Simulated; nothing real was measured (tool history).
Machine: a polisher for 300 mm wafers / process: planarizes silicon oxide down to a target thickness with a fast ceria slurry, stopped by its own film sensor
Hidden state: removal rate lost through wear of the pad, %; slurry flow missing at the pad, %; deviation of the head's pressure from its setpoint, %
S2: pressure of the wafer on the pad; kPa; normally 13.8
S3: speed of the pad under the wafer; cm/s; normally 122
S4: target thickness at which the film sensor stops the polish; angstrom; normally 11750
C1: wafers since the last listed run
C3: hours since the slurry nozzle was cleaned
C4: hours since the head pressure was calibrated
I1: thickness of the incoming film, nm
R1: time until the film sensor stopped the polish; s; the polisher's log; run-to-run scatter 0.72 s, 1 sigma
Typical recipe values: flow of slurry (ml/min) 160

run 1 hour=0.0 | flow_of_slurry_(ml/min)=145 S2=13.8 S3=122 S4=11750 | C1=0 wafers_polished_on_this_pad=7 C3=76.9 C4=97.3 | I1=1830.5 | R1=38.4
run 2 hour=35.8 | flow_of_slurry_(ml/min)=145 S2=13.8 S3=122 S4=11750 | C1=367 wafers_polished_on_this_pad=375 C3=112.7 C4=133.1 | I1=1855.9 | R1=39.7
run 3 hour=68.2 | flow_of_slurry_(ml/min)=160 S2=13.8 S3=122 S4=11750 | C1=332 wafers_polished_on_this_pad=707 C3=145.1 C4=165.5 | I1=1861.4 | R1=41.8
-- hour=119.1 worn pad replaced by a new one
run 4 hour=123.4 | flow_of_slurry_(ml/min)=160 S2=13.8 S3=122 S4=11750 | C1=526 wafers_polished_on_this_pad=44 C3=200.3 C4=220.7 | I1=1833.7 | R1=37.2
run 5 hour=179.8 | flow_of_slurry_(ml/min)=160 S2=13.8 S3=122 S4=11750 | C1=579 wafers_polished_on_this_pad=623 C3=256.7 C4=277.1 | I1=1853.1 | R1=39.6
run 6 hour=206.1 | flow_of_slurry_(ml/min)=160 S2=13.8 S3=122 S4=11750 | C1=270 wafers_polished_on_this_pad=893 C3=283.0 C4=303.4 | I1=1863.6 | R1=41.7
-- hour=227.5 head pressure recalibrated
-- hour=227.9 worn pad replaced by a new one
run 7 hour=239.7 | flow_of_slurry_(ml/min)=160 S2=13.8 S3=122 S4=11750 | C1=320 wafers_polished_on_this_pad=120 C3=316.6 C4=12.2 | I1=1835.0 | R1=39.3
run 8 hour=309.0 | flow_of_slurry_(ml/min)=110 S2=13.8 S3=122 S4=11750 | C1=711 wafers_polished_on_this_pad=832 C3=385.9 C4=81.5 | I1=1862.1 | R1=45.1
run 9 hour=335.4 | flow_of_slurry_(ml/min)=160 S2=13.8 S3=122 S4=11750 | C1=271 wafers_polished_on_this_pad=1104 C3=412.3 C4=107.9 | I1=1863.4 | R1=44.8
-- hour=343.0 worn pad replaced by a new one
run 10 hour=402.3 | flow_of_slurry_(ml/min)=160 S2=13.8 S3=122 S4=11750 | C1=646 wafers_polished_on_this_pad=609 C3=479.2 C4=174.8 | I1=1870.1 | R1=41.1
-- hour=430.6 slurry nozzle cleaned
-- hour=453.9 worn pad replaced by a new one
run 11 hour=464.2 | flow_of_slurry_(ml/min)=115 S2=10.3 S3=100 S4=9800 | C1=584 wafers_polished_on_this_pad=105 C3=33.6 C4=236.7 | I1=1875.5 | R1=77.9
run 12 hour=500.1 | flow_of_slurry_(ml/min)=200 S2=9.7 S3=104 S4=10450 | C1=368 wafers_polished_on_this_pad=474 C3=69.5 C4=272.6 | I1=1855.6 | R1=65.2
run 13 hour=525.5 | flow_of_slurry_(ml/min)=115 S2=17.9 S3=156 S4=10230 | C1=260 wafers_polished_on_this_pad=735 C3=94.9 C4=298.0 | I1=1882.3 | R1=34.6
-- hour=576.3 worn pad replaced by a new one
run 14 hour=591.3 | flow_of_slurry_(ml/min)=215 S2=15.2 S3=102 S4=13030 | C1=634 wafers_polished_on_this_pad=154 C3=160.7 C4=363.8 | I1=1844.3 | R1=34.0

What differs in the tool's unlogged condition from the final listed run ahead of each entry between runs to the first listed run following it?
Run 3 -> run 4: worn pad replaced by a new one (hour 119.1)
  removal rate lost through wear of the pad, %: 5.1 -> 0.475; deviation of the head's pressure from its setpoint, %: 11.2 -> 12.3
  difference, measured minus the result without the unlogged condition, R1: -0.8 -> -2.8 s
Run 6 -> run 7: head pressure recalibrated (hour 227.5); worn pad replaced by a new one (hour 227.9)
  removal rate lost through wear of the pad, %: 6.95 -> 0.192; deviation of the head's pressure from its setpoint, %: 13.3 -> 2.49
  difference, measured minus the result without the unlogged condition, R1: -0.5 -> -0.6 s
Run 9 -> run 10: worn pad replaced by a new one (hour 343.0)
  removal rate lost through wear of the pad, %: 9.98 -> 4.53; deviation of the head's pressure from its setpoint, %: 8.99 -> 11.2
  difference, measured minus the result without the unlogged condition, R1: +2.0 -> -1.0 s
Run 10 -> run 11: slurry nozzle cleaned (hour 430.6); worn pad replaced by a new one (hour 453.9)
  removal rate lost through wear of the pad, %: 4.53 -> 0.119; deviation of the head's pressure from its setpoint, %: 11.2 -> 12.3
  difference, measured minus the result without the unlogged condition, R1: -1.0 -> -6.2 s
Run 13 -> run 14: worn pad replaced by a new one (hour 576.3)
  removal rate lost through wear of the pad, %: 4.42 -> 0.25; deviation of the head's pressure from its setpoint, %: 12.9 -> 13.3
  difference, measured minus the result without the unlogged condition, R1: -1.3 -> -2.9 s
